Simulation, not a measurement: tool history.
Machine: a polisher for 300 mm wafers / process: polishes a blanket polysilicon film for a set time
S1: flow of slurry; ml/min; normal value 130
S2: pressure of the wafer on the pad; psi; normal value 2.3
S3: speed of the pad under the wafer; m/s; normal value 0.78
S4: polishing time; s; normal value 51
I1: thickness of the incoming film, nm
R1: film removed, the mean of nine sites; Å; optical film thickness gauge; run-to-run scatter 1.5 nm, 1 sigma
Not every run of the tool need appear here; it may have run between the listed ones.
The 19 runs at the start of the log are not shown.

run    hour   S1   S2    S3  S4      I1    R1
 20  1142.2  130  2.3  0.88  59  1117.6  3068
 21  1188.8  165  2.8  0.66  58  1118.8  2924
 22    1247  130  2.3  0.78  51  1108.3  2392
     1329.7  -- worn pad replaced by a new one
 23  1427.4  150  2.3   0.5  37    1112  1200
 24  1456.5  130  2.3  0.88  59  1119.5  3169
     1484.9  -- slurry nozzle cleaned
 25  1494.3  105  2.3  0.94  37  1128.7  2000
 26  1534.2  130  2.3  0.78  51  1131.7  2432
 27  1562.5  105  2.3   0.7  67  1103.9  2772
 28  1604.1  160  2.1  0.78  51  1134.8  2316
 29  1666.6  130  2.6  0.78  37  1134.7  2021
 30  1715.6  130  1.6  0.94  51  1123.5  2038
     1747.4  -- worn pad replaced by a new one
 31    1758  105  2.3   0.7  67  1119.8  2787
 32  1815.1  130  2.3  0.78  67    1107  3245
 33    1876  155  2.6  0.56  41  1142.3  1709
 34    1946  105  1.6  0.78  51  1115.5  1639

Forecast each of these 3 alternatives for the next run:
  A  1946.4  130  2.3  0.78  51  1122.6   ?
  B  1946.4  105  2.3  0.78  40  1122.6   ?
  C  1946.4  110  2.3  0.78  69  1122.6   ?

run    R1
  A  2468
  B  1853
  C  3228
Take away the tool's hidden state, keep each run's random variation, and the runs would have read:
run    R1
  A  2284
  B  1715
  C  2988

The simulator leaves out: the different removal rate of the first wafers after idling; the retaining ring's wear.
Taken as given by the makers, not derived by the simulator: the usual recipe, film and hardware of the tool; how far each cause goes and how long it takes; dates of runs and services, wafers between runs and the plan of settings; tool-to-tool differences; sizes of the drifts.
